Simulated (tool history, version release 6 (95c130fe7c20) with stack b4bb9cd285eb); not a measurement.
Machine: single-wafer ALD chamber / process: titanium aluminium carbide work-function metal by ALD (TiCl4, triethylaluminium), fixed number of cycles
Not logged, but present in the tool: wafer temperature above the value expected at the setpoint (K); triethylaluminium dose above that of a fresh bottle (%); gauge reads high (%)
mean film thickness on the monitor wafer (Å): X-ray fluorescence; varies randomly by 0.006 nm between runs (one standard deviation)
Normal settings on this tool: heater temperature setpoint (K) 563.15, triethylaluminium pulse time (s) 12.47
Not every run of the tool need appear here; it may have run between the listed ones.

run,hour,heater temperature setpoint (K),triethylaluminium pulse time (s),wafers since the last listed run,hours since the last thermocouple change,hours since the last triethylaluminium bottle change,hours since the showerhead was replaced,hours since the gauge calibration,"read-back reference wafer on the same gauge, thickness_nm",mean film thickness on the monitor wafer (Å)
1,0,563.15,12.47,0,915,638.2,1899.2,179,1.891,20.67
2,57.5,563.15,12.47,756,972.5,695.7,1956.7,236.5,1.891,20.66
# hour 213.3: triethylaluminium bottle replaced
3,224,567.15,12.47,2085,1139,10.7,2123.2,403,1.89,21
4,289.5,567.15,12.47,862,1204.5,76.2,2188.7,468.5,1.889,20.89
5,314.9,567.15,12.47,334,1229.9,101.6,2214.1,493.9,1.89,21.01
6,384.4,570.15,12.47,914,1299.4,171.1,2283.6,563.4,1.89,21.17
7,436.2,563.15,14.73,681,1351.2,222.9,2335.4,615.2,1.891,20.68
8,481.4,563.15,14.73,594,1396.4,268.1,2380.6,660.4,1.889,20.86
9,525.7,569.15,9.84,583,1440.7,312.4,2424.9,704.7,1.889,20.67
10,573.9,569.15,9.84,634,1488.9,360.6,2473.1,752.9,1.89,20.66
11,608.1,569.15,9.84,450,1523.1,394.8,2507.3,787.1,1.89,20.67
12,644.9,563.15,12.47,484,1559.9,431.6,2544.1,823.9,1.89,20.54
13,707.7,563.15,12.47,826,1622.7,494.4,2606.9,886.7,1.89,20.71
# hour 732: thermocouple changed; heater temperature recalibrated
14,736.8,563.15,12.47,277,4.8,523.5,2636,915.8,1.889,20.62
15,774,557.15,16.63,489,42,560.7,2673.2,953,1.89,20.31
# hour 787.5: gauge calibrated
16,801.6,563.15,14.73,363,69.6,588.3,2700.8,14.1,1.891,20.74
17,865.9,557.15,16.6,846,133.9,652.6,2765.1,78.4,1.891,20.34
18,936.1,563.15,8.89,923,204.1,722.8,2835.3,148.6,1.89,19.71
# hour 945.9: showerhead replaced
# hour 977.3: triethylaluminium bottle replaced
19,985,563.15,12.47,432,253,7.7,39.1,197.5,1.889,20.52
20,1053.7,570.15,10.99,904,321.7,76.4,107.8,266.2,1.89,21.02
21,1090.9,573.15,16.92,489,358.9,113.6,145,303.4,1.89,21.61
22,1120.2,571.15,9.38,385,388.2,142.9,174.3,332.7,1.891,20.6
23,1151.7,563.15,16.34,414,419.7,174.4,205.8,364.2,1.89,20.78
24,1207,563.15,12.47,727,475,229.7,261.1,419.5,1.89,20.61
25,1274.9,563.15,12.47,893,542.9,297.6,329,487.4,1.891,20.56
26,1309,555.15,12.47,448,577,331.7,363.1,521.5,1.89,19.98

Below are 4 alternative next runs, each starting from the tool's condition after run 26. Predict each:
A,1309.4,563.15,12.47,5,577.4,332.1,363.5,521.9,?,?
B,1309.4,563.15,16.36,5,577.4,332.1,363.5,521.9,?,?
C,1309.4,574.15,10.88,5,577.4,332.1,363.5,521.9,?,?
D,1309.4,549.15,16.36,5,577.4,332.1,363.5,521.9,?,?

run,"read-back reference wafer on the same gauge, thickness_nm",mean film thickness on the monitor wafer (Å)
A,1.891,20.66
B,1.891,20.88
C,1.891,21.31
D,1.891,19.72
Without the tool's hidden state the same runs would have given:
run,mean film thickness on the monitor wafer (Å)
A,20.66
B,20.88
C,21.31
D,19.72
